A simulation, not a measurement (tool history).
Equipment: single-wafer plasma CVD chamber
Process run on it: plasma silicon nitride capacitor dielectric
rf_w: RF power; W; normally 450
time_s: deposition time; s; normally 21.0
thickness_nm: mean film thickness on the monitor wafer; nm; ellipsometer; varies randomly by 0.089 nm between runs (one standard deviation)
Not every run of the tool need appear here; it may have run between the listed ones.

run    hour  rf_w  time_s  read-back reference wafer on the same gauge, thickness_nm  thickness_nm
  1     0.0   450    21.0                                                     33.667        28.045
  2    64.9   420    21.0                                                     33.701        27.470
  3   188.3   420    21.0                                                     33.676        27.463
  4   242.6   420    21.0                                                     33.694        27.433
  5   312.4   450    21.0                                                     33.691        27.786
  6   361.5   450    21.0                                                     33.701        27.997
  7   390.2   450    21.0                                                     33.699        27.902
  8   430.9   450    21.0                                                     33.684        27.847
  9   481.3   450    21.0                                                     33.673        27.847
 10   544.7   450    21.0                                                     33.730        27.820
 11   588.3   400    17.9                                                     33.690        23.032
 12   651.2   400    17.9                                                     33.669        23.128
 13   695.7   450    21.0                                                     33.670        28.462
 14   732.3   450    21.0                                                     33.685        28.439
 15   785.3   450    21.0                                                     33.701        28.385
 16   834.2   450    21.0                                                     33.709        28.259
 17   868.1   450    21.0                                                     33.686        28.348
 18   916.5   450    21.0                                                     33.700        28.187
 19   954.8   450    21.0                                                     33.698        28.168
 20   983.4   450    21.0                                                     33.676        28.166
 21  1047.6   450    21.0                                                     33.698        27.941
 22  1085.2   450    21.0                                                     33.723        28.026
 23  1152.6   450    23.5                                                     33.683        31.659
 24  1178.6   360    17.7                                                     33.704        22.279
 25  1237.0   450    21.0                                                     33.678        28.082
 26  1295.5   515    24.1                                                     33.690        33.240
 27  1331.5   385    21.0                                                     33.686        27.006
 28  1384.4   450    21.0                                                     33.691        28.104
 29  1449.7   450    21.0                                                     33.705        27.959
 30  1477.3   405    24.4                                                     33.696        31.643
 31  1524.8   450    24.1                                                     33.657        31.957
 32  1595.4   485    24.5                                                     33.711        33.247
 33  1638.9   480    19.3                                                     33.679        26.136
 34  1693.4   535    21.0                                                     33.704        29.362
 35  1741.8   380    25.1                                                     33.691        31.786
 36  1776.9   515    24.8                                                     33.682        34.284
 37  1846.4   450    21.0                                                     33.709        27.932
 38  1915.0   450    19.8                                                     33.671        26.272
 39  1976.4   360    22.8                                                     33.705        28.528
 40  2045.0   400    16.8                                                     33.711        21.598
 41  2089.2   450    21.0                                                     33.702        27.855
 42  2166.5   450    21.0                                                     33.706        27.899
 43  2217.8   450    21.0                                                     33.718        27.861

Not shown here: 3 entries made in the log between runs. Locate each between two listed runs and compare the hidden state at the listed run before it with the hidden state at the listed run after it:
From run 12 to run 13: RF generator calibrated (hour 673.8)
  delivered RF power above the setpoint (%): -7.33 -> -0.912
  what was measured, less what the result would be without the hidden state, thickness_nm: -0.470 -> -0.069 nm
From run 20 to run 21: showerhead replaced (hour 1025.1)
  delivered RF power above the setpoint (%): -3.8 -> -4.27
  what was measured, less what the result would be without the hidden state, thickness_nm: -0.290 -> -0.324 nm
From run 25 to run 26: gauge calibrated (hour 1255.3)
  delivered RF power above the setpoint (%): -5.38 -> -5.65
  what was measured, less what the result would be without the hidden state, thickness_nm: -0.413 -> -0.515 nm
